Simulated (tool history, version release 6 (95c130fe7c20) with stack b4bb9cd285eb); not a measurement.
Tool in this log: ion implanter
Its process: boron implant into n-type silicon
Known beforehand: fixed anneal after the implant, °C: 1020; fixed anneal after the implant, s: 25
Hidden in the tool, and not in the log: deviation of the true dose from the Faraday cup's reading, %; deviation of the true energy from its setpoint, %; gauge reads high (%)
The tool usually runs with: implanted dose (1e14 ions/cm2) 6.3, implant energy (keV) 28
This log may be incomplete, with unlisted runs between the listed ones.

| run | hour | implanted dose (1e14 ions/cm2) | implant energy (keV) | wafers since the last listed run | hours since the last dose calibration | hours since the extraction supply was calibrated | hours since the gauge calibration | read-back reference wafer on the same gauge, sheet resistance | sheet resistance of the implanted and annealed layer (ohm/square) |
|---|---|---|---|---|---|---|---|---|---|
| 1 | 0 | 6.3 | 24.5 | 0 | 699.7 | 4263.5 | 128.4 | 197.96 | 180.7 |
| 2 | 7.4 | 6.3 | 28 | 105 | 707.1 | 4270.9 | 135.8 | 197.97 | 178.42 |
| 3 | 13.6 | 6.3 | 28 | 88 | 713.3 | 4277.1 | 142 | 197.96 | 178.94 |
| 4 | 29.2 | 4.99 | 25 | 221 | 728.9 | 4292.7 | 157.6 | 197.98 | 219.92 |
| 5 | 35.8 | 7.07 | 33 | 93 | 735.5 | 4299.3 | 164.2 | 197.93 | 159.74 |
| 6 | 52.4 | 7.07 | 33 | 235 | 752.1 | 4315.9 | 180.8 | 197.94 | 160.49 |
| 7 | 69.8 | 4.97 | 28 | 247 | 769.5 | 4333.3 | 198.2 | 198.02 | 218.91 |
| 8 | 85.6 | 5.42 | 32 | 224 | 785.3 | 4349.1 | 214 | 198.03 | 200.49 |
|  | 87 | gauge calibrated |
| 9 | 95.8 | 7.07 | 33 | 144 | 795.5 | 4359.3 | 8.8 | 197.91 | 160.91 |
|  | 112.4 | extraction supply calibrated |
| 10 | 112.9 | 4.73 | 25 | 129 | 812.6 | 0.5 | 25.9 | 198.08 | 230.67 |
| 11 | 119 | 7.06 | 21 | 86 | 818.7 | 6.6 | 32 | 198.05 | 168.17 |
|  | 131 | Faraday cup replaced and dose calibrated |
| 12 | 131.5 | 6.3 | 28 | 63 | 0.5 | 19.1 | 44.5 | 198.05 | 173.1 |
| 13 | 140.6 | 5.72 | 22.5 | 129 | 9.6 | 28.2 | 53.6 | 197.92 | 191.73 |
| 14 | 155.3 | 5.72 | 36.5 | 208 | 24.3 | 42.9 | 68.3 | 198.05 | 182.35 |
| 15 | 175.3 | 7.45 | 30.5 | 284 | 44.3 | 62.9 | 88.3 | 197.97 | 149.2 |

4 ways to go on from here, each from the tool as it stands after run 15. What would each give?
| A | 175.7 | 4.9 | 28 | 5 | 44.7 | 63.3 | 88.7 | ? | ? |
| B | 175.7 | 7.21 | 36.5 | 5 | 44.7 | 63.3 | 88.7 | ? | ? |
| C | 175.7 | 6.3 | 25.5 | 5 | 44.7 | 63.3 | 88.7 | ? | ? |
| D | 175.7 | 6.3 | 37.5 | 5 | 44.7 | 63.3 | 88.7 | ? | ? |

| run | read-back reference wafer on the same gauge, sheet resistance | sheet resistance of the implanted and annealed layer (ohm/square) |
|---|---|---|
| A | 197.98 | 212.85 |
| B | 197.98 | 150.59 |
| C | 197.98 | 174.45 |
| D | 197.98 | 167.68 |
With no hidden state in the tool, these same runs would have given:
| run | sheet resistance of the implanted and annealed layer (ohm/square) |
|---|---|
| A | 213.36 |
| B | 150.95 |
| C | 174.88 |
| D | 168.08 |
